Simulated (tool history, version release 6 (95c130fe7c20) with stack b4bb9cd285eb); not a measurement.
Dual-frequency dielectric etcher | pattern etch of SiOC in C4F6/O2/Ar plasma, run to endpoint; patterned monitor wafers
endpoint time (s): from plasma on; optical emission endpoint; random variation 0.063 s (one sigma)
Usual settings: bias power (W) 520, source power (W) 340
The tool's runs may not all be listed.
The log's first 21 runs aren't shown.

run   hour  bias power (W)  source power (W)  incoming incoming film thickness, nm  endpoint time (s)
 22  259.1             470               420                                 32.24               11.6
 23  265.4             604               390                                 31.92               10.4
     271.8  -- bias power generator calibrated
 24  280.4             553               380                                  32.2                 11
 25  292.7             578               420                                 32.23               10.5
 26  299.9             520               340                                  32.2               11.9
 27    316             444               270                                 32.15               14.1
 28  330.9             520               340                                 32.26               11.9
 29  343.3             414               310                                 32.14               13.7
 30  352.9             520               340                                 32.05               11.8
 31  363.3             401               310                                 32.22               14.1
 32  373.9             520               340                                 31.96               11.7
 33  381.2             520               340                                 32.45                 12
 34  395.9             572               400                                 32.28               10.6
 35  413.5             591               400                                 32.28               10.4
 36  423.9             564               320                                 32.42               11.6

3 ways to go on from here, each from the tool as it stands after run 36. What would each give?
  A  424.3             520               340                                  32.3                  ?
  B  424.3             402               400                                  32.3                  ?
  C  424.3             394               290                                  32.3                  ?

run  endpoint time (s)
  A               11.9
  B               12.8
  C               14.6
Without the tool's hidden state the same runs would have given:
run  endpoint time (s)
  A               12.1
  B                 13
  C               14.8
